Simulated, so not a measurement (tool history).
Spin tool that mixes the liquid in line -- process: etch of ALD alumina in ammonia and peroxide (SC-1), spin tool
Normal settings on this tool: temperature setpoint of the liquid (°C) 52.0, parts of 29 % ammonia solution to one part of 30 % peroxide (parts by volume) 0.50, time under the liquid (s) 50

| run | hour | temperature setpoint of the liquid (°C) | parts of 29 % ammonia solution to one part of 30 % peroxide (parts by volume) | time under the liquid (s) | read-back film thickness of the ALD alumina reference wafer, read on the same gauge (nm) | thickness taken off the ALD alumina on a monitor wafer (nm) |
|---|---|---|---|---|---|---|
| 1 | 0.0 | 52.0 | 0.50 | 50 | 40.02 | 5.42 |
| 2 | 62.6 | 52.0 | 0.50 | 50 | 40.01 | 5.45 |
| 3 | 139.5 | 52.0 | 0.50 | 50 | 39.99 | 5.49 |
| 4 | 182.1 | 52.0 | 0.50 | 35 | 40.02 | 3.84 |
| 5 | 228.6 | 59.5 | 0.50 | 50 | 40.03 | 8.09 |
| 6 | 313.7 | 52.0 | 0.50 | 50 | 40.01 | 5.42 |
|  | 373.7 | ammonia flow meter replaced |
| 7 | 388.4 | 52.0 | 0.50 | 50 | 40.00 | 5.47 |
| 8 | 451.8 | 52.0 | 0.50 | 50 | 39.97 | 5.43 |
| 9 | 557.9 | 52.0 | 0.50 | 50 | 39.99 | 5.38 |
| 10 | 597.8 | 56.0 | 0.50 | 50 | 40.01 | 6.68 |
|  | 622.4 | thermometer replaced |
|  | 628.3 | gauge calibrated |
| 11 | 663.6 | 60.0 | 0.60 | 70 | 39.98 | 11.68 |
|  | 678.5 | new drum of ammonia solution connected |
| 12 | 738.0 | 52.0 | 0.50 | 50 | 39.99 | 5.29 |
|  | 773.1 | heated supply line repaired |
|  | 825.6 | ammonia flow meter replaced |
| 13 | 988.8 | 52.0 | 0.25 | 30 | 40.00 | 2.81 |
| 14 | 1027.5 | 52.0 | 0.50 | 50 | 39.98 | 4.91 |
|  | 1095.5 | heated supply line repaired, repeated, since the last time left the tool worse |
| 15 | 1109.4 | 52.0 | 0.30 | 25 | 40.00 | 2.87 |
| 16 | 1155.4 | 52.0 | 0.65 | 75 | 39.95 | 9.13 |
| 17 | 1255.4 | 46.0 | 0.55 | 50 | 40.00 | 4.30 |
|  | 1327.7 | ammonia flow meter replaced |
| 18 | 1348.3 | 49.0 | 0.55 | 30 | 40.04 | 2.99 |
|  | 1382.0 | new drum of ammonia solution connected |
| 19 | 1439.8 | 46.5 | 0.50 | 50 | 40.00 | 4.27 |
| 20 | 1533.4 | 52.0 | 0.50 | 50 | 40.01 | 5.87 |
| 21 | 1639.3 | 59.5 | 0.65 | 75 | 39.94 | 13.39 |
| 22 | 1730.3 | 60.0 | 0.60 | 70 | 40.02 | 12.80 |
| 23 | 1782.5 | 52.0 | 0.55 | 50 | 40.02 | 5.92 |
|  | 1844.3 | ammonia flow meter replaced |
| 24 | 1882.0 | 45.0 | 0.30 | 65 | 40.02 | 4.85 |

Branching from run 24: 5 alternative next runs. What would each branch give?
| A | 1882.4 | 52.0 | 0.50 | 50 | ? | ? |
| B | 1882.4 | 52.0 | 0.60 | 30 | ? | ? |
| C | 1882.4 | 49.5 | 0.50 | 50 | ? | ? |
| D | 1882.4 | 57.0 | 0.50 | 60 | ? | ? |
| E | 1882.4 | 58.0 | 0.60 | 80 | ? | ? |

| run | read-back film thickness of the ALD alumina reference wafer, read on the same gauge (nm) | thickness taken off the ALD alumina on a monitor wafer (nm) |
|---|---|---|
| A | 39.97 | 5.72 |
| B | 39.97 | 3.49 |
| C | 39.97 | 4.99 |
| D | 39.97 | 8.98 |
| E | 39.97 | 12.84 |
Without the tool's hidden state the same runs would have given:
| run | thickness taken off the ALD alumina on a monitor wafer (nm) |
|---|---|
| A | 5.95 |
| B | 3.63 |
| C | 5.19 |
| D | 9.32 |
| E | 13.32 |

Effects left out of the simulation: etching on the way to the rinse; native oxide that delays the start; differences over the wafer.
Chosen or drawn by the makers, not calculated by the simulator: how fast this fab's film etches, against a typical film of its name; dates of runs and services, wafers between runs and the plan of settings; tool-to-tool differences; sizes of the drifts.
